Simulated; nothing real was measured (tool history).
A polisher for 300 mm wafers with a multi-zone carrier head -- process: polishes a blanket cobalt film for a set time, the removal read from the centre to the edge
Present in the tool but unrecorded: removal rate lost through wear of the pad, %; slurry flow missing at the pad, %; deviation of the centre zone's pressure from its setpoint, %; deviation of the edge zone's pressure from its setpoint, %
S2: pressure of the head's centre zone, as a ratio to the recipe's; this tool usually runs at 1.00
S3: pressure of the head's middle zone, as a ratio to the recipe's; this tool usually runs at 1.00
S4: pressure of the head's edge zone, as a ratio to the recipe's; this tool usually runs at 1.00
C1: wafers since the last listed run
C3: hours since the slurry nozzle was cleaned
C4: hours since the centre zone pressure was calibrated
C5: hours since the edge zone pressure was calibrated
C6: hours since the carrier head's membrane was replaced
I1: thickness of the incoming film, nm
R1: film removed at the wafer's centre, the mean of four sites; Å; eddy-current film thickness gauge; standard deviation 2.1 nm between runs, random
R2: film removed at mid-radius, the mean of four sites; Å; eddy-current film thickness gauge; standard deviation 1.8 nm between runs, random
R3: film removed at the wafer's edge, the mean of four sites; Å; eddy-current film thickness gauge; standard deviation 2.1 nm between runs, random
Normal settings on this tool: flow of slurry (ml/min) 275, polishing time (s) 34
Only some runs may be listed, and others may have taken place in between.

{"run": 1, "hour": 0.0, "flow of slurry (ml/min)": 275, "S2": 1.0, "S3": 0.97, "S4": 1.0, "polishing time (s)": 34, "C1": 0, "wafers polished on this pad": 2378, "C3": 329.9, "C4": 1636.1, "C5": 607.7, "C6": 1426.6, "I1": 806.5, "R1": 1608, "R2": 1634, "R3": 1684}
{"hour": 20.8, "done": "carrier head's membrane replaced by a new one"}
{"hour": 31.9, "done": "centre zone pressure recalibrated"}
{"hour": 36.9, "done": "edge zone pressure recalibrated"}
{"run": 2, "hour": 56.9, "flow of slurry (ml/min)": 275, "S2": 1.0, "S3": 0.97, "S4": 1.0, "polishing time (s)": 34, "C1": 520, "wafers polished on this pad": 2899, "C3": 386.8, "C4": 25.0, "C5": 20.0, "C6": 36.1, "I1": 806.7, "R1": 1591, "R2": 1591, "R3": 1667}
{"hour": 64.4, "done": "slurry nozzle cleaned"}
{"run": 3, "hour": 108.9, "flow of slurry (ml/min)": 275, "S2": 1.0, "S3": 0.97, "S4": 1.0, "polishing time (s)": 34, "C1": 553, "wafers polished on this pad": 3453, "C3": 44.5, "C4": 77.0, "C5": 72.0, "C6": 88.1, "I1": 802.9, "R1": 1594, "R2": 1566, "R3": 1693}
{"run": 4, "hour": 160.1, "flow of slurry (ml/min)": 275, "S2": 1.0, "S3": 1.0, "S4": 1.0, "polishing time (s)": 34, "C1": 556, "wafers polished on this pad": 4009, "C3": 95.7, "C4": 128.2, "C5": 123.2, "C6": 139.3, "I1": 795.0, "R1": 1606, "R2": 1630, "R3": 1650}
{"hour": 164.5, "done": "worn pad replaced by a new one"}
{"run": 5, "hour": 317.8, "flow of slurry (ml/min)": 275, "S2": 1.0, "S3": 1.0, "S4": 0.96, "polishing time (s)": 30, "C1": 1669, "wafers polished on this pad": 1665, "C3": 253.4, "C4": 285.9, "C5": 280.9, "C6": 297.0, "I1": 800.3, "R1": 1415, "R2": 1433, "R3": 1477}
{"run": 6, "hour": 348.4, "flow of slurry (ml/min)": 275, "S2": 1.0, "S3": 1.0, "S4": 1.0, "polishing time (s)": 34, "C1": 332, "wafers polished on this pad": 1997, "C3": 284.0, "C4": 316.5, "C5": 311.5, "C6": 327.6, "I1": 784.2, "R1": 1580, "R2": 1601, "R3": 1652}
{"run": 7, "hour": 384.9, "flow of slurry (ml/min)": 370, "S2": 0.89, "S3": 1.0, "S4": 0.93, "polishing time (s)": 34, "C1": 396, "wafers polished on this pad": 2393, "C3": 320.5, "C4": 353.0, "C5": 348.0, "C6": 364.1, "I1": 791.1, "R1": 1467, "R2": 1666, "R3": 1608}
{"hour": 498.5, "done": "slurry nozzle cleaned"}
{"run": 8, "hour": 554.6, "flow of slurry (ml/min)": 275, "S2": 1.0, "S3": 1.0, "S4": 1.0, "polishing time (s)": 34, "C1": 1832, "wafers polished on this pad": 4226, "C3": 56.1, "C4": 522.7, "C5": 517.7, "C6": 533.8, "I1": 786.6, "R1": 1568, "R2": 1556, "R3": 1606}
{"hour": 576.5, "done": "worn pad replaced by a new one"}
{"run": 9, "hour": 586.4, "flow of slurry (ml/min)": 220, "S2": 1.0, "S3": 1.0, "S4": 1.09, "polishing time (s)": 34, "C1": 301, "wafers polished on this pad": 107, "C3": 87.9, "C4": 554.5, "C5": 549.5, "C6": 565.6, "I1": 805.0, "R1": 1724, "R2": 1735, "R3": 1852}
{"run": 10, "hour": 631.8, "flow of slurry (ml/min)": 250, "S2": 1.09, "S3": 1.0, "S4": 1.0, "polishing time (s)": 23, "C1": 493, "wafers polished on this pad": 600, "C3": 133.3, "C4": 599.9, "C5": 594.9, "C6": 611.0, "I1": 788.4, "R1": 1258, "R2": 1172, "R3": 1172}
{"run": 11, "hour": 660.8, "flow of slurry (ml/min)": 275, "S2": 1.03, "S3": 1.0, "S4": 0.89, "polishing time (s)": 23, "C1": 315, "wafers polished on this pad": 915, "C3": 162.3, "C4": 628.9, "C5": 623.9, "C6": 640.0, "I1": 794.7, "R1": 1165, "R2": 1150, "R3": 1134}
{"run": 12, "hour": 691.9, "flow of slurry (ml/min)": 275, "S2": 1.0, "S3": 1.0, "S4": 1.03, "polishing time (s)": 34, "C1": 337, "wafers polished on this pad": 1253, "C3": 193.4, "C4": 660.0, "C5": 655.0, "C6": 671.1, "I1": 795.7, "R1": 1643, "R2": 1693, "R3": 1714}
{"hour": 729.3, "done": "edge zone pressure recalibrated"}
{"run": 13, "hour": 747.0, "flow of slurry (ml/min)": 275, "S2": 1.0, "S3": 1.0, "S4": 1.12, "polishing time (s)": 34, "C1": 576, "wafers polished on this pad": 1830, "C3": 248.5, "C4": 715.1, "C5": 17.7, "C6": 726.2, "I1": 796.1, "R1": 1611, "R2": 1656, "R3": 1781}
{"run": 14, "hour": 780.0, "flow of slurry (ml/min)": 275, "S2": 1.0, "S3": 1.0, "S4": 1.0, "polishing time (s)": 34, "C1": 358, "wafers polished on this pad": 2188, "C3": 281.5, "C4": 748.1, "C5": 50.7, "C6": 759.2, "I1": 810.2, "R1": 1635, "R2": 1632, "R3": 1645}
{"run": 15, "hour": 843.8, "flow of slurry (ml/min)": 275, "S2": 0.94, "S3": 1.0, "S4": 1.0, "polishing time (s)": 34, "C1": 693, "wafers polished on this pad": 2881, "C3": 345.3, "C4": 811.9, "C5": 114.5, "C6": 823.0, "I1": 810.8, "R1": 1509, "R2": 1632, "R3": 1645}
{"hour": 903.3, "done": "slurry nozzle cleaned"}
{"run": 16, "hour": 903.8, "flow of slurry (ml/min)": 325, "S2": 1.0, "S3": 0.89, "S4": 1.0, "polishing time (s)": 34, "C1": 640, "wafers polished on this pad": 3522, "C3": 0.5, "C4": 871.9, "C5": 174.5, "C6": 883.0, "I1": 793.5, "R1": 1601, "R2": 1481, "R3": 1656}
{"hour": 969.1, "done": "worn pad replaced by a new one"}
{"run": 17, "hour": 973.6, "flow of slurry (ml/min)": 325, "S2": 0.95, "S3": 1.0, "S4": 1.0, "polishing time (s)": 34, "C1": 714, "wafers polished on this pad": 48, "C3": 70.3, "C4": 941.7, "C5": 244.3, "C6": 952.8, "I1": 800.5, "R1": 1722, "R2": 1802, "R3": 1859}
{"run": 18, "hour": 1021.1, "flow of slurry (ml/min)": 275, "S2": 0.95, "S3": 1.0, "S4": 1.0, "polishing time (s)": 34, "C1": 515, "wafers polished on this pad": 564, "C3": 117.8, "C4": 989.2, "C5": 291.8, "C6": 1000.3, "I1": 808.4, "R1": 1598, "R2": 1711, "R3": 1745}
{"run": 19, "hour": 1059.0, "flow of slurry (ml/min)": 275, "S2": 1.0, "S3": 1.0, "S4": 1.1, "polishing time (s)": 34, "C1": 411, "wafers polished on this pad": 976, "C3": 155.7, "C4": 1027.1, "C5": 329.7, "C6": 1038.2, "I1": 792.3, "R1": 1640, "R2": 1712, "R3": 1800}
{"run": 20, "hour": 1093.0, "flow of slurry (ml/min)": 275, "S2": 1.0, "S3": 1.0, "S4": 1.04, "polishing time (s)": 23, "C1": 369, "wafers polished on this pad": 1345, "C3": 189.7, "C4": 1061.1, "C5": 363.7, "C6": 1072.2, "I1": 810.3, "R1": 1107, "R2": 1129, "R3": 1179}
{"run": 21, "hour": 1135.6, "flow of slurry (ml/min)": 370, "S2": 0.89, "S3": 1.0, "S4": 1.0, "polishing time (s)": 34, "C1": 462, "wafers polished on this pad": 1808, "C3": 232.3, "C4": 1103.7, "C5": 406.3, "C6": 1114.8, "I1": 809.7, "R1": 1477, "R2": 1669, "R3": 1731}
{"run": 22, "hour": 1190.7, "flow of slurry (ml/min)": 275, "S2": 0.91, "S3": 1.06, "S4": 0.92, "polishing time (s)": 34, "C1": 598, "wafers polished on this pad": 2406, "C3": 287.4, "C4": 1158.8, "C5": 461.4, "C6": 1169.9, "I1": 789.9, "R1": 1437, "R2": 1699, "R3": 1622}

Forecast each of these 4 alternatives for the next run:
{"run": "A", "hour": 1191.1, "flow of slurry (ml/min)": 275, "S2": 1.0, "S3": 1.0, "S4": 1.0, "polishing time (s)": 34, "C1": 4, "wafers polished on this pad": 2411, "C3": 287.8, "C4": 1159.2, "C5": 461.8, "C6": 1170.3, "I1": 802.7, "R1": "?", "R2": "?", "R3": "?"}
{"run": "B", "hour": 1191.1, "flow of slurry (ml/min)": 275, "S2": 1.0, "S3": 1.0, "S4": 1.0, "polishing time (s)": 30, "C1": 4, "wafers polished on this pad": 2411, "C3": 287.8, "C4": 1159.2, "C5": 461.8, "C6": 1170.3, "I1": 802.7, "R1": "?", "R2": "?", "R3": "?"}
{"run": "C", "hour": 1191.1, "flow of slurry (ml/min)": 210, "S2": 1.07, "S3": 1.0, "S4": 1.0, "polishing time (s)": 23, "C1": 4, "wafers polished on this pad": 2411, "C3": 287.8, "C4": 1159.2, "C5": 461.8, "C6": 1170.3, "I1": 802.7, "R1": "?", "R2": "?", "R3": "?"}
{"run": "D", "hour": 1191.1, "flow of slurry (ml/min)": 275, "S2": 1.07, "S3": 1.0, "S4": 1.08, "polishing time (s)": 34, "C1": 4, "wafers polished on this pad": 2411, "C3": 287.8, "C4": 1159.2, "C5": 461.8, "C6": 1170.3, "I1": 802.7, "R1": "?", "R2": "?", "R3": "?"}

run=A R1=1591 R2=1607 R3=1664
run=B R1=1404 R2=1418 R3=1468
run=C R1=1112 R2=1053 R3=1099
run=D R1=1703 R2=1607 R3=1728
Take away the tool's hidden state, keep each run's random variation, and the runs would have read:
run=A R1=1814 R2=1832 R3=1897
run=B R1=1600 R2=1617 R3=1674
run=C R1=1268 R2=1201 R3=1253
run=D R1=1942 R2=1831 R3=1970
